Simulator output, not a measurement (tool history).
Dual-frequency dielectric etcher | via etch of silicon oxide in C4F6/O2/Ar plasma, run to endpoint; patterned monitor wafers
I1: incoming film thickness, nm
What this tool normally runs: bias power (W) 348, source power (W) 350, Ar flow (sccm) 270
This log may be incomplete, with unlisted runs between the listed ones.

run 1 hour=0 | bias_power_(W)=348 source_power_(W)=350 Ar_flow_(sccm)=270 | I1=184.9 | endpoint_time_(s)=49.1
-- hour=83.3 wet clean of the chamber
run 2 hour=144.6 | bias_power_(W)=416 source_power_(W)=350 Ar_flow_(sccm)=270 | I1=186.6 | endpoint_time_(s)=45.9
run 3 hour=213.8 | bias_power_(W)=348 source_power_(W)=350 Ar_flow_(sccm)=270 | I1=186.7 | endpoint_time_(s)=49
run 4 hour=281.1 | bias_power_(W)=348 source_power_(W)=350 Ar_flow_(sccm)=270 | I1=187.2 | endpoint_time_(s)=48.7
run 5 hour=306.6 | bias_power_(W)=348 source_power_(W)=350 Ar_flow_(sccm)=270 | I1=186.2 | endpoint_time_(s)=49.1
run 6 hour=360.4 | bias_power_(W)=348 source_power_(W)=350 Ar_flow_(sccm)=254 | I1=186.1 | endpoint_time_(s)=49.3
run 7 hour=431.4 | bias_power_(W)=348 source_power_(W)=390 Ar_flow_(sccm)=270 | I1=186.1 | endpoint_time_(s)=47.7
-- hour=486.7 wet clean of the chamber
run 8 hour=489 | bias_power_(W)=348 source_power_(W)=390 Ar_flow_(sccm)=270 | I1=186.7 | endpoint_time_(s)=43.5
run 9 hour=549.7 | bias_power_(W)=348 source_power_(W)=390 Ar_flow_(sccm)=270 | I1=186.8 | endpoint_time_(s)=43.5
run 10 hour=603.7 | bias_power_(W)=348 source_power_(W)=290 Ar_flow_(sccm)=270 | I1=186.9 | endpoint_time_(s)=48.3
run 11 hour=629.5 | bias_power_(W)=348 source_power_(W)=290 Ar_flow_(sccm)=270 | I1=186.7 | endpoint_time_(s)=49
run 12 hour=701.4 | bias_power_(W)=348 source_power_(W)=290 Ar_flow_(sccm)=270 | I1=187.3 | endpoint_time_(s)=48.4
run 13 hour=738.4 | bias_power_(W)=317 source_power_(W)=350 Ar_flow_(sccm)=226 | I1=187.1 | endpoint_time_(s)=46.5
-- hour=782.1 wet clean of the chamber, repeated, since the last time left the tool worse
run 14 hour=782.6 | bias_power_(W)=305 source_power_(W)=300 Ar_flow_(sccm)=303 | I1=187.8 | endpoint_time_(s)=54

What does the tool deliver on the next run?
-- hour=813.9 bias power generator calibrated
run 15 hour=848 | bias_power_(W)=398 source_power_(W)=380 Ar_flow_(sccm)=301 | I1=185.8 | endpoint_time_(s)=?

Run 15 came out at endpoint time (s) 45.6.
Without the tool's hidden state the same run would have given endpoint time (s) 45.2.
